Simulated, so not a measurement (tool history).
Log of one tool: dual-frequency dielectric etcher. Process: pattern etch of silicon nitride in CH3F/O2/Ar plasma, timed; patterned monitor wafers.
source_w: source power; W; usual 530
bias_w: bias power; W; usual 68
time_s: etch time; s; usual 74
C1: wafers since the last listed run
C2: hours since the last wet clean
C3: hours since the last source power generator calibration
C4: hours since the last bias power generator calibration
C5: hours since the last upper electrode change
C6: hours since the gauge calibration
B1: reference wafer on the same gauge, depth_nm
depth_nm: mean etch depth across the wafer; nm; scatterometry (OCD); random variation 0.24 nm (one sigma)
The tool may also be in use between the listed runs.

run 1 hour=0 | source_w=530 bias_w=74 time_s=74 | C1=0 C2=421.2 C3=3266.8 C4=3577 C5=21.4 C6=2.6 | B1=57.4 | depth_nm=55.6
run 2 hour=11.7 | source_w=530 bias_w=68 time_s=74 | C1=128 C2=432.9 C3=3278.5 C4=3588.7 C5=33.1 C6=14.3 | B1=57.4 | depth_nm=54.5
run 3 hour=18.7 | source_w=530 bias_w=64 time_s=74 | C1=77 C2=439.9 C3=3285.5 C4=3595.7 C5=40.1 C6=21.3 | B1=57.3 | depth_nm=54.7
run 4 hour=36.2 | source_w=530 bias_w=64 time_s=74 | C1=192 C2=457.4 C3=3303 C4=3613.2 C5=57.6 C6=38.8 | B1=57.3 | depth_nm=55.1
run 5 hour=53.5 | source_w=530 bias_w=68 time_s=74 | C1=190 C2=474.7 C3=3320.3 C4=3630.5 C5=74.9 C6=56.1 | B1=57.4 | depth_nm=55
run 6 hour=69.1 | source_w=530 bias_w=68 time_s=74 | C1=171 C2=490.3 C3=3335.9 C4=3646.1 C5=90.5 C6=71.7 | B1=57.3 | depth_nm=54.7
run 7 hour=78.6 | source_w=530 bias_w=68 time_s=74 | C1=104 C2=499.8 C3=3345.4 C4=3655.6 C5=100 C6=81.2 | B1=57.4 | depth_nm=55.2
run 8 hour=88.1 | source_w=610 bias_w=77 time_s=60.5 | C1=104 C2=509.3 C3=3354.9 C4=3665.1 C5=109.5 C6=90.7 | B1=57.3 | depth_nm=49.7
run 9 hour=102.5 | source_w=530 bias_w=68 time_s=66 | C1=158 C2=523.7 C3=3369.3 C4=3679.5 C5=123.9 C6=105.1 | B1=57.3 | depth_nm=49.2
-- hour=129.8 wet clean of the chamber
run 10 hour=130.3 | source_w=530 bias_w=68 time_s=74 | C1=41 C2=0.5 C3=3397.1 C4=3707.3 C5=151.7 C6=132.9 | B1=57.3 | depth_nm=53.7
run 11 hour=130.7 | source_w=640 bias_w=54 time_s=74 | C1=4 C2=0.9 C3=3397.5 C4=3707.7 C5=152.1 C6=133.3 | B1=57.3 | depth_nm=58.5
run 12 hour=160.8 | source_w=530 bias_w=68 time_s=59.5 | C1=331 C2=31 C3=3427.6 C4=3737.8 C5=182.2 C6=163.4 | B1=57.3 | depth_nm=43.2
run 13 hour=171.8 | source_w=530 bias_w=68 time_s=74 | C1=121 C2=42 C3=3438.6 C4=3748.8 C5=193.2 C6=174.4 | B1=57.3 | depth_nm=54.2
run 14 hour=206 | source_w=530 bias_w=68 time_s=74 | C1=376 C2=76.2 C3=3472.8 C4=3783 C5=227.4 C6=208.6 | B1=57.2 | depth_nm=53.7
-- hour=210.4 bias power generator calibrated
-- hour=226.2 source power generator calibrated
run 15 hour=226.7 | source_w=530 bias_w=68 time_s=74 | C1=139 C2=96.9 C3=0.5 C4=16.3 C5=248.1 C6=229.3 | B1=57.2 | depth_nm=53.6
run 16 hour=232.6 | source_w=660 bias_w=68 time_s=65 | C1=64 C2=102.8 C3=6.4 C4=22.2 C5=254 C6=235.2 | B1=57.3 | depth_nm=54.2
run 17 hour=242.3 | source_w=420 bias_w=82 time_s=89.5 | C1=106 C2=112.5 C3=16.1 C4=31.9 C5=263.7 C6=244.9 | B1=57.3 | depth_nm=55.8
run 18 hour=251.9 | source_w=450 bias_w=79 time_s=54 | C1=105 C2=122.1 C3=25.7 C4=41.5 C5=273.3 C6=254.5 | B1=57.3 | depth_nm=35.6
run 19 hour=264.9 | source_w=530 bias_w=79 time_s=74 | C1=143 C2=135.1 C3=38.7 C4=54.5 C5=286.3 C6=267.5 | B1=57.3 | depth_nm=54.6
run 20 hour=271.9 | source_w=530 bias_w=68 time_s=74 | C1=77 C2=142.1 C3=45.7 C4=61.5 C5=293.3 C6=274.5 | B1=57.3 | depth_nm=54
run 21 hour=287.9 | source_w=530 bias_w=68 time_s=74 | C1=176 C2=158.1 C3=61.7 C4=77.5 C5=309.3 C6=290.5 | B1=57.3 | depth_nm=54
run 22 hour=302 | source_w=530 bias_w=55 time_s=93 | C1=155 C2=172.2 C3=75.8 C4=91.6 C5=323.4 C6=304.6 | B1=57.3 | depth_nm=66.2
run 23 hour=309.1 | source_w=660 bias_w=68 time_s=74 | C1=78 C2=179.3 C3=82.9 C4=98.7 C5=330.5 C6=311.7 | B1=57.3 | depth_nm=62
run 24 hour=320.4 | source_w=530 bias_w=68 time_s=74 | C1=124 C2=190.6 C3=94.2 C4=110 C5=341.8 C6=323 | B1=57.3 | depth_nm=54.2
run 25 hour=335.6 | source_w=430 bias_w=77 time_s=90 | C1=167 C2=205.8 C3=109.4 C4=125.2 C5=357 C6=338.2 | B1=57.3 | depth_nm=57.6
run 26 hour=343.6 | source_w=530 bias_w=68 time_s=74 | C1=88 C2=213.8 C3=117.4 C4=133.2 C5=365 C6=346.2 | B1=57.3 | depth_nm=53.9
run 27 hour=354.6 | source_w=490 bias_w=55 time_s=62 | C1=121 C2=224.8 C3=128.4 C4=144.2 C5=376 C6=357.2 | B1=57.4 | depth_nm=41.7
run 28 hour=365.6 | source_w=530 bias_w=68 time_s=74 | C1=121 C2=235.8 C3=139.4 C4=155.2 C5=387 C6=368.2 | B1=57.2 | depth_nm=54
run 29 hour=383.3 | source_w=430 bias_w=52 time_s=90.5 | C1=194 C2=253.5 C3=157.1 C4=172.9 C5=404.7 C6=385.9 | B1=57.3 | depth_nm=55.3

Forecast each of these 5 alternatives for the next run:
run A hour=383.7 | source_w=530 bias_w=68 time_s=85.5 | C1=4 C2=253.9 C3=157.5 C4=173.3 C5=405.1 C6=386.3 | B1=? | depth_nm=?
run B hour=383.7 | source_w=440 bias_w=54 time_s=88 | C1=4 C2=253.9 C3=157.5 C4=173.3 C5=405.1 C6=386.3 | B1=? | depth_nm=?
run C hour=383.7 | source_w=580 bias_w=52 time_s=74 | C1=4 C2=253.9 C3=157.5 C4=173.3 C5=405.1 C6=386.3 | B1=? | depth_nm=?
run D hour=383.7 | source_w=430 bias_w=68 time_s=94 | C1=4 C2=253.9 C3=157.5 C4=173.3 C5=405.1 C6=386.3 | B1=? | depth_nm=?
run E hour=383.7 | source_w=650 bias_w=68 time_s=74 | C1=4 C2=253.9 C3=157.5 C4=173.3 C5=405.1 C6=386.3 | B1=? | depth_nm=?

run=A B1=57.4 depth_nm=62.4
run=B B1=57.4 depth_nm=54.8
run=C B1=57.4 depth_nm=55.7
run=D B1=57.4 depth_nm=59
run=E B1=57.4 depth_nm=61.4
Without the tool's hidden state the same runs would have given:
run=A depth_nm=61.6
run=B depth_nm=54.1
run=C depth_nm=55
run=D depth_nm=58.2
run=E depth_nm=60.6
